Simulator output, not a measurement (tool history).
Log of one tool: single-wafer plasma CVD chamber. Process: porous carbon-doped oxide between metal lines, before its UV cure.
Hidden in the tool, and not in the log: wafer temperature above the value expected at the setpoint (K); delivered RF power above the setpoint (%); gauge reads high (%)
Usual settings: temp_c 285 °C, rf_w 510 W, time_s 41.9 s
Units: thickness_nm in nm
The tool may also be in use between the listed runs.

run,hour,temp_c,rf_w,time_s,wafers since the last listed run,hours since the last thermocouple change,hours since the last RF generator calibration,hours since the showerhead was replaced,hours since the gauge calibration,"read-back reference wafer on the same gauge, thickness_nm",thickness_nm
1,0,285,510,41.9,0,580.5,1000.5,1963.2,479.5,291.938,248.915
2,64.5,285,510,41.9,1664,645,1065,2027.7,544,292.19,253.279
3,126.8,285,510,41.9,1607,707.3,1127.3,2090,606.3,291.888,250.092
4,177.9,285,555,41.9,1318,758.4,1178.4,2141.1,657.4,291.68,264.827
5,278.6,285,555,41.9,2599,859.1,1279.1,2241.8,758.1,292.273,262.89
6,358.4,285,510,41.9,2059,938.9,1358.9,2321.6,837.9,291.862,247.912
# hour 547.4: thermocouple changed; heater temperature recalibrated
7,554.8,285,510,41.9,4862,7.4,1555.3,2518,1034.3,292.147,252.919
8,647.1,285,510,46.6,2382,99.7,1647.6,2610.3,1126.6,291.999,280.254
9,690.1,285,510,46.6,1109,142.7,1690.6,2653.3,1169.6,291.925,281.514
10,775.1,285,510,46.6,2193,227.7,1775.6,2738.3,1254.6,291.632,279.329
11,859.6,285,575,41.9,2180,312.2,1860.1,2822.8,1339.1,292.18,273.368
12,902.4,285,510,41.9,1104,355,1902.9,2865.6,1381.9,291.608,251.324
# hour 978.4: RF generator calibrated
13,978.9,293,475,45.4,1768,431.5,0.5,2942.1,1458.4,291.671,251.382
# hour 1061.5: showerhead replaced
14,1074.7,285,510,35,2266,527.3,96.3,13.2,1554.2,292.098,213.383
15,1140.5,285,510,41.9,1698,593.1,162.1,79,1620,292.168,254.852
16,1194.2,297,510,41.9,1386,646.8,215.8,132.7,1673.7,291.825,239.173
17,1299.3,299,570,41.9,2712,751.9,320.9,237.8,1778.8,292.012,253.657
# hour 1368.3: gauge calibrated
18,1400.4,277,450,39.6,2609,853,422,338.9,32.1,291.392,227.038
19,1466.9,274,445,48.7,1716,919.5,488.5,405.4,98.6,292.603,281.542
20,1543.3,274,510,38.6,1971,995.9,564.9,481.8,175,292.097,246.636
21,1622.9,292,540,50.2,2054,1075.5,644.5,561.4,254.6,292.241,297.953
# hour 1683.4: thermocouple changed; heater temperature recalibrated
22,1729.7,285,450,34.8,2550,46.3,751.3,668.2,361.4,291.71,192.484
23,1806.1,291,480,41.9,1971,122.7,827.7,744.6,437.8,291.978,238.554

The tool's hidden state at each run:
gauge reads high (%): 0 in every run
H1: wafer temperature above the value expected at the setpoint (K)
H2: delivered RF power above the setpoint (%)
run,H1,H2
1,3.27,-1.66
2,3.57,-1.76
3,3.87,-1.87
4,4.11,-1.95
5,4.58,-2.11
6,4.95,-2.24
7,-0.189,-2.57
8,0.245,-2.72
9,0.447,-2.79
10,0.847,-2.93
11,1.24,-3.07
12,1.44,-3.14
13,1.8,-0.202
14,2.25,-0.359
15,2.56,-0.467
16,2.82,-0.555
17,3.31,-0.727
18,3.79,-0.893
19,4.1,-1
20,4.46,-1.13
21,4.83,-1.26
22,0.418,-1.43
23,0.777,-1.56

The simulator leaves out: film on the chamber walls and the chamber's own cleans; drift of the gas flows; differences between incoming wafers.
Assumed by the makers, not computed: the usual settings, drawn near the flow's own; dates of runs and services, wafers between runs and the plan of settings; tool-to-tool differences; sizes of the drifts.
